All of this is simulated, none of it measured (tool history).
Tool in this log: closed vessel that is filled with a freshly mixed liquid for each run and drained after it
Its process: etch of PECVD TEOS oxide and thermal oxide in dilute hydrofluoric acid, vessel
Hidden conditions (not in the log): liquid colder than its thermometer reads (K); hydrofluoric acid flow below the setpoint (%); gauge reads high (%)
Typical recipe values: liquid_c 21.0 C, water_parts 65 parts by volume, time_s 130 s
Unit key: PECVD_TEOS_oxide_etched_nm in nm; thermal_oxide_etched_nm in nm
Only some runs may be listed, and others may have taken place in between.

run,day,liquid_c,water_parts,time_s,wafers since the last listed run,hours since the thermometer was replaced,hours since the hydrofluoric acid flow meter was replaced,hours since the gauge calibration,"read-back film thickness of the PECVD TEOS oxide reference wafer, read on the same gauge (nm)","read-back film thickness of the thermal oxide reference wafer, read on the same gauge (nm)",PECVD_TEOS_oxide_etched_nm,thermal_oxide_etched_nm
1,0.000,21.0,65,130,0,26.2,841.1,521.4,60.02,109.98,39.52,8.24
2,0.442,21.0,65,130,906,36.8,851.7,532.0,59.99,109.99,39.21,8.31
3,1.038,21.0,65,130,1223,51.1,866.0,546.3,60.02,109.98,38.94,8.20
4,1.542,21.0,75,130,1035,63.2,878.1,558.4,59.99,109.97,33.81,7.07
5,2.279,21.0,65,130,1514,80.9,895.8,576.1,60.00,110.01,39.30,8.25
6,2.592,21.0,55,65,641,88.4,903.3,583.6,60.00,110.01,23.54,4.92
# day 2.758: hydrofluoric acid flow meter replaced
7,4.283,21.0,75,190,3387,129.0,36.6,624.2,60.01,109.98,53.02,11.00
8,4.558,21.0,55,130,564,135.6,43.2,630.8,59.99,110.02,50.38,10.55
9,5.000,19.5,45,130,906,146.2,53.8,641.4,59.98,110.02,58.49,12.16
10,5.392,17.5,40,85,804,155.6,63.2,650.8,60.00,110.03,39.46,8.30
11,6.054,22.5,65,185,1360,171.5,79.1,666.7,59.99,109.98,63.44,13.27
12,6.508,21.0,65,130,932,182.4,90.0,677.6,60.01,110.01,41.75,8.82
13,6.771,25.5,65,130,538,188.7,96.3,683.9,59.98,110.00,50.02,10.53
# day 7.829: gauge calibrated
14,8.429,21.0,80,130,3405,228.5,136.1,14.4,60.00,109.97,33.38,7.00
15,8.946,17.0,50,70,1060,240.9,148.5,26.8,60.02,110.00,25.04,5.30
16,9.979,21.0,65,130,2121,265.7,173.3,51.6,60.01,110.00,41.36,8.76
17,11.142,23.5,75,130,2386,293.6,201.2,79.5,60.01,109.99,39.32,8.32
18,11.488,24.5,65,130,710,301.9,209.5,87.8,59.99,110.03,47.74,10.09
19,12.017,18.5,65,130,1086,314.6,222.2,100.5,60.01,109.98,37.20,7.77
20,12.288,22.5,50,165,556,321.1,228.7,107.0,60.00,109.97,74.49,15.55
21,12.621,25.5,45,200,684,329.1,236.7,115.0,60.00,110.04,113.79,23.89
22,13.171,19.0,65,160,1129,342.3,249.9,128.2,60.01,109.97,46.84,9.82
23,13.875,17.0,65,130,1445,359.2,266.8,145.1,59.98,109.98,34.78,7.31
24,14.212,21.0,65,170,692,367.3,274.9,153.2,59.99,109.95,54.15,11.42
25,14.646,21.0,65,130,889,377.7,285.3,163.6,60.01,110.01,41.23,8.74
26,15.367,21.0,65,65,1480,395.0,302.6,180.9,60.01,109.99,20.60,4.33

Here are 4 independent what-if runs from the current tool condition. What would each one return?
A,15.396,21.0,65,130,59,395.7,303.3,181.6,?,?,?,?
B,15.396,21.0,35,90,59,395.7,303.3,181.6,?,?,?,?
C,15.396,19.5,45,150,59,395.7,303.3,181.6,?,?,?,?
D,15.396,17.0,75,95,59,395.7,303.3,181.6,?,?,?,?

run,"read-back film thickness of the PECVD TEOS oxide reference wafer, read on the same gauge (nm)","read-back film thickness of the thermal oxide reference wafer, read on the same gauge (nm)",PECVD_TEOS_oxide_etched_nm,thermal_oxide_etched_nm
A,60.01,110.02,41.15,8.64
B,60.01,110.02,54.92,11.53
C,60.01,110.02,65.96,13.85
D,60.01,110.02,21.76,4.57
With the hidden condition removed and each run's random variation left untouched, the same runs would have given:
run,PECVD_TEOS_oxide_etched_nm,thermal_oxide_etched_nm
A,42.04,8.83
B,56.08,11.78
C,67.36,14.15
D,22.23,4.67

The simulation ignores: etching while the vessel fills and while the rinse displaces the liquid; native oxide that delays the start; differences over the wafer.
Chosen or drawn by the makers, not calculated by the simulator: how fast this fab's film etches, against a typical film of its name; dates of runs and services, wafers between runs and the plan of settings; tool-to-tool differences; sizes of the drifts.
